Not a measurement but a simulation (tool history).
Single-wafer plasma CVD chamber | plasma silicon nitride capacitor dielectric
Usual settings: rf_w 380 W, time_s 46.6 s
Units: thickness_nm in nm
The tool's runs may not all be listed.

run,hour,rf_w,time_s,"read-back reference wafer on the same gauge, thickness_nm",thickness_nm
1,0,410,52.5,67.123,70.696
2,39.1,410,52.5,67.188,70.78
3,94.7,410,52.5,67.143,69.941
# hour 133.2: gauge calibrated
4,160.8,395,48.5,67.14,64.554
5,226.9,380,46.6,67.019,60.341
6,253,380,44.6,67.087,58.2
7,280,380,44.6,67.207,58.121
8,340.1,380,44.6,67.103,58.175
9,410.6,355,49.2,67.096,63.128
10,448.1,380,51.6,67.116,67.219
11,495.6,380,51.6,66.938,66.744
12,543.1,380,46.6,67.095,59.972
# hour 574.3: showerhead replaced
13,711.8,405,43.5,67.094,57.21
14,753.6,380,46.6,67.102,59.451
15,781.6,315,46.6,67.06,55.593
# hour 790.4: gauge calibrated
16,815.6,345,44.1,67.208,54.553

The next listed run, before its measurement:
# hour 903.3: RF generator calibrated
17,963.1,440,39.5,?,?

read-back reference wafer on the same gauge, thickness_nm: 67.16
thickness_nm: 54.998 nm
Without the tool's hidden state the same run would have given thickness_nm 55.299 nm.

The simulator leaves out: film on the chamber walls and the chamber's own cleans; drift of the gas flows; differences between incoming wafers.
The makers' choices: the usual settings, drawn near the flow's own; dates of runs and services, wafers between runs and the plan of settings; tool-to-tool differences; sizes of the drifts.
